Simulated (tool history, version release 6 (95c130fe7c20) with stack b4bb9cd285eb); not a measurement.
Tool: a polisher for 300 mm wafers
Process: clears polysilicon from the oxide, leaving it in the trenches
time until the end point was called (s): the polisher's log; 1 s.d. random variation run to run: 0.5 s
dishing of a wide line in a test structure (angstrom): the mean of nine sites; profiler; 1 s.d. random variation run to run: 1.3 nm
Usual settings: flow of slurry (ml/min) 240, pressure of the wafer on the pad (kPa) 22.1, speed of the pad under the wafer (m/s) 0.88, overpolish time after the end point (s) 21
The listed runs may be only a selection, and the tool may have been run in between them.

run    hour  flow of slurry (ml/min)  pressure of the wafer on the pad (kPa)  speed of the pad under the wafer (m/s)  overpolish time after the end point (s)  incoming thickness of the incoming film, nm  time until the end point was called (s)  dishing of a wide line in a test structure (angstrom)
  1       0                      240                                    24.8                                    0.88                                       21                                        673.7                                     41.9                                                    793
  2    63.4                      240                                    18.6                                    0.88                                       21                                        677.2                                     56.7                                                    812
  3   120.2                      240                                    22.1                                    0.88                                       21                                        666.7                                     47.9                                                    823
  4   173.2                      240                                    16.5                                    0.88                                       21                                        677.1                                     64.7                                                    770
      185.2  -- slurry nozzle cleaned
  5   239.7                      240                                    16.5                                    0.88                                       21                                        670.4                                       67                                                    765
  6   285.8                      240                                    22.1                                    0.88                                       21                                        664.8                                     49.9                                                    801
  7   340.3                      240                                    22.1                                    0.88                                       21                                          673                                     53.8                                                    788
      349.9  -- worn pad replaced by a new one
      374.1  -- head pressure recalibrated
  8   404.9                      240                                    22.1                                    1.12                                       14                                        658.8                                     37.9                                                    814
  9   498.4                      240                                    22.1                                    1.12                                       14                                        676.2                                     39.4                                                    797
 10   536.1                      240                                    22.1                                    1.12                                       14                                        680.8                                     39.3                                                    784
 11     598                      220                                    22.1                                    0.88                                       21                                        672.4                                     49.1                                                    803
      624.7  -- slurry nozzle cleaned
 12   644.2                      220                                    22.1                                    0.88                                       21                                        676.3                                     49.7                                                    811
 13   682.1                      275                                    24.8                                    1.12                                       26                                        662.2                                     35.4                                                    843
 14   742.8                      240                                    22.1                                    0.88                                       21                                        671.2                                     49.8                                                    783
      774.3  -- worn pad replaced by a new one
 15   774.8                      325                                    24.1                                     0.6                                       32                                        684.8                                     63.6                                                    817
 16   838.9                      320                                    26.9                                    1.12                                       10                                        669.9                                     35.1                                                    746
      844.7  -- head pressure recalibrated
 17   896.3                      295                                    25.5                                       1                                       31                                        670.9                                     35.7                                                    824
 18     921                      240                                    22.1                                    0.88                                       21                                        666.2                                     46.1                                                    786
 19   952.7                      240                                    22.1                                    0.88                                       21                                        669.6                                     46.3                                                    794
 20  1011.4                      240                                    16.5                                    0.88                                       21                                        674.3                                     63.9                                                    761
 21  1043.1                      320                                    27.6                                    0.74                                       13                                        665.4                                       43                                                    747
 22  1113.1                      240                                    22.1                                    0.88                                       21                                        661.1                                     47.3                                                    804
     1117.9  -- slurry nozzle cleaned
 23  1142.9                      240                                    22.1                                    0.88                                       21                                        672.8                                     50.1                                                    811
     1168.8  -- worn pad replaced by a new one
 24  1208.5                      240                                    18.6                                    0.78                                        9                                          675                                     66.1                                                    578
     1241.2  -- head pressure recalibrated
 25  1245.9                      190                                    22.1                                    0.88                                       21                                        664.2                                     46.7                                                    830
 26  1305.1                      240                                    24.8                                    0.88                                       21                                        677.5                                     41.4                                                    794
 27  1367.5                      290                                    22.1                                    0.88                                       21                                        665.2                                       46                                                    798
 28  1414.1                      175                                      20                                     0.6                                       10                                        666.6                                     71.7                                                    568
 29  1469.5                      240                                    22.1                                    0.88                                        8                                        672.9                                     47.4                                                    630
     1499.7  -- slurry nozzle cleaned
 30  1529.4                      240                                    22.1                                    0.88                                       21                                        660.2                                       48                                                    796
     1560.4  -- worn pad replaced by a new one
 31  1560.9                      240                                    15.9                                    0.66                                       21                                        670.9                                       86                                                    734
 32  1596.8                      240                                    24.8                                     0.7                                       21                                        669.1                                     51.9                                                    808
     1653.6  -- head pressure recalibrated
 33  1660.5                      185                                    27.6                                    1.06                                       21                                        676.4                                     33.2                                                    810

Here are 5 independent what-if runs from the current tool condition. What would each one return?
  A  1660.9                      240                                    22.1                                    0.88                                       21                                          660                                        ?                                                      ?
  B  1660.9                      305                                    22.1                                    0.88                                       21                                          660                                        ?                                                      ?
  C  1660.9                      240                                    22.1                                    0.88                                       10                                          660                                        ?                                                      ?
  D  1660.9                      240                                    26.9                                    0.88                                       33                                          660                                        ?                                                      ?
  E  1660.9                      240                                    14.5                                    0.88                                       11                                          660                                        ?                                                      ?

run  time until the end point was called (s)  dishing of a wide line in a test structure (angstrom)
  A                                     47.4                                                    793
  B                                     46.4                                                    794
  C                                     47.4                                                    681
  D                                     38.9                                                    810
  E                                     72.2                                                    595
Take away the tool's hidden state, keep each run's random variation, and the runs would have read:
run  time until the end point was called (s)  dishing of a wide line in a test structure (angstrom)
  A                                     46.7                                                    794
  B                                     45.8                                                    795
  C                                     46.7                                                    684
  D                                     38.3                                                    810
  E                                     71.2                                                    599
